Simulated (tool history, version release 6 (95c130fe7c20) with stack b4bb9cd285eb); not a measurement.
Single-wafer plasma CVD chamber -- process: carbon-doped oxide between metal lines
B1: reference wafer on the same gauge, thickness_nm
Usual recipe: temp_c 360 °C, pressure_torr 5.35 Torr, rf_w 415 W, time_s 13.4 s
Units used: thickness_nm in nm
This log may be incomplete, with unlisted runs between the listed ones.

{"run": 1, "hour": 0.0, "temp_c": 360, "pressure_torr": 5.35, "rf_w": 415, "time_s": 13.4, "B1": 68.398, "thickness_nm": 55.434}
{"run": 2, "hour": 30.3, "temp_c": 360, "pressure_torr": 5.35, "rf_w": 415, "time_s": 13.4, "B1": 68.254, "thickness_nm": 55.674}
{"run": 3, "hour": 59.9, "temp_c": 360, "pressure_torr": 5.35, "rf_w": 415, "time_s": 13.4, "B1": 68.269, "thickness_nm": 55.848}
{"run": 4, "hour": 75.1, "temp_c": 360, "pressure_torr": 5.35, "rf_w": 415, "time_s": 13.4, "B1": 68.338, "thickness_nm": 55.462}
{"run": 5, "hour": 107.5, "temp_c": 360, "pressure_torr": 5.35, "rf_w": 415, "time_s": 13.4, "B1": 68.357, "thickness_nm": 55.723}
{"run": 6, "hour": 127.3, "temp_c": 360, "pressure_torr": 5.35, "rf_w": 415, "time_s": 13.4, "B1": 68.276, "thickness_nm": 55.518}
{"run": 7, "hour": 154.3, "temp_c": 360, "pressure_torr": 5.35, "rf_w": 415, "time_s": 13.4, "B1": 68.24, "thickness_nm": 55.451}
{"run": 8, "hour": 183.2, "temp_c": 360, "pressure_torr": 5.35, "rf_w": 415, "time_s": 13.4, "B1": 68.261, "thickness_nm": 55.51}
{"hour": 196.4, "done": "gauge calibrated"}
{"run": 9, "hour": 205.2, "temp_c": 360, "pressure_torr": 5.35, "rf_w": 375, "time_s": 13.4, "B1": 68.308, "thickness_nm": 52.484}
{"run": 10, "hour": 220.0, "temp_c": 360, "pressure_torr": 5.35, "rf_w": 375, "time_s": 13.4, "B1": 68.353, "thickness_nm": 52.459}
{"hour": 257.1, "done": "thermocouple changed; heater temperature recalibrated"}
{"run": 11, "hour": 257.6, "temp_c": 360, "pressure_torr": 5.35, "rf_w": 375, "time_s": 13.4, "B1": 68.375, "thickness_nm": 52.435}
{"run": 12, "hour": 277.1, "temp_c": 372, "pressure_torr": 5.35, "rf_w": 415, "time_s": 11.8, "B1": 68.288, "thickness_nm": 47.216}
{"run": 13, "hour": 311.8, "temp_c": 360, "pressure_torr": 5.35, "rf_w": 415, "time_s": 13.4, "B1": 68.378, "thickness_nm": 55.166}
{"hour": 331.5, "done": "RF generator calibrated"}
{"run": 14, "hour": 336.1, "temp_c": 360, "pressure_torr": 4.71, "rf_w": 470, "time_s": 14.3, "B1": 68.349, "thickness_nm": 60.618}
{"run": 15, "hour": 364.2, "temp_c": 360, "pressure_torr": 4.91, "rf_w": 415, "time_s": 13.4, "B1": 68.304, "thickness_nm": 52.91}
{"run": 16, "hour": 393.4, "temp_c": 360, "pressure_torr": 4.2, "rf_w": 415, "time_s": 13.4, "B1": 68.349, "thickness_nm": 51.862}
{"hour": 422.9, "done": "RF generator calibrated, repeated, since the last time left the tool worse"}
{"run": 17, "hour": 427.9, "temp_c": 348, "pressure_torr": 6.43, "rf_w": 445, "time_s": 15.6, "B1": 68.275, "thickness_nm": 72.54}
{"run": 18, "hour": 445.2, "temp_c": 360, "pressure_torr": 5.35, "rf_w": 490, "time_s": 11, "B1": 68.299, "thickness_nm": 51.339}
{"hour": 488.9, "done": "capacitance manometer re-zeroed and calibrated"}
{"hour": 495.0, "done": "showerhead replaced"}
{"run": 19, "hour": 495.5, "temp_c": 360, "pressure_torr": 4.75, "rf_w": 415, "time_s": 10.9, "B1": 68.307, "thickness_nm": 45.741}
{"run": 20, "hour": 548.8, "temp_c": 374, "pressure_torr": 5.35, "rf_w": 415, "time_s": 13.4, "B1": 68.405, "thickness_nm": 54.734}
{"run": 21, "hour": 571.6, "temp_c": 360, "pressure_torr": 5.35, "rf_w": 415, "time_s": 13.4, "B1": 68.25, "thickness_nm": 56.764}
{"run": 22, "hour": 588.4, "temp_c": 360, "pressure_torr": 5.35, "rf_w": 415, "time_s": 13.4, "B1": 68.287, "thickness_nm": 56.929}
{"run": 23, "hour": 601.5, "temp_c": 352, "pressure_torr": 6.18, "rf_w": 495, "time_s": 15.2, "B1": 68.313, "thickness_nm": 73.877}
{"run": 24, "hour": 623.0, "temp_c": 350, "pressure_torr": 5.35, "rf_w": 415, "time_s": 13.4, "B1": 68.297, "thickness_nm": 58.785}
{"run": 25, "hour": 648.7, "temp_c": 360, "pressure_torr": 6.18, "rf_w": 415, "time_s": 13.4, "B1": 68.35, "thickness_nm": 57.502}

Pick out some run-to-run changes in thickness_nm. Of each, how much would a tool without hidden state show as well, from the settings, what came in and chance, and how much is left for the hidden state and any gauge scatter not in both results compared?
The hidden state here: wafer temperature above the value expected at the setpoint (K); delivered RF power above the setpoint (%); true pressure above the setpoint (%); gauge reads high (%).
Run 13 -> 14: pressure_torr 5.35 -> 4.71, rf_w 415 -> 470, time_s 13.4 -> 14.3, RF generator calibrated. thickness_nm +5.452 nm: hidden state -1.782, all else +7.234.
Run 16 -> 17: temp_c 360 -> 348, pressure_torr 4.2 -> 6.43, rf_w 415 -> 445, time_s 13.4 -> 15.6, RF generator calibrated, repeated, since the last time left the tool worse. thickness_nm +20.678 nm: hidden state +3.02, all else +17.658.
Run 17 -> 18: temp_c 348 -> 360, pressure_torr 6.43 -> 5.35, rf_w 445 -> 490, time_s 15.6 -> 11. thickness_nm -21.201 nm: hidden state +0.055, all else -21.256.
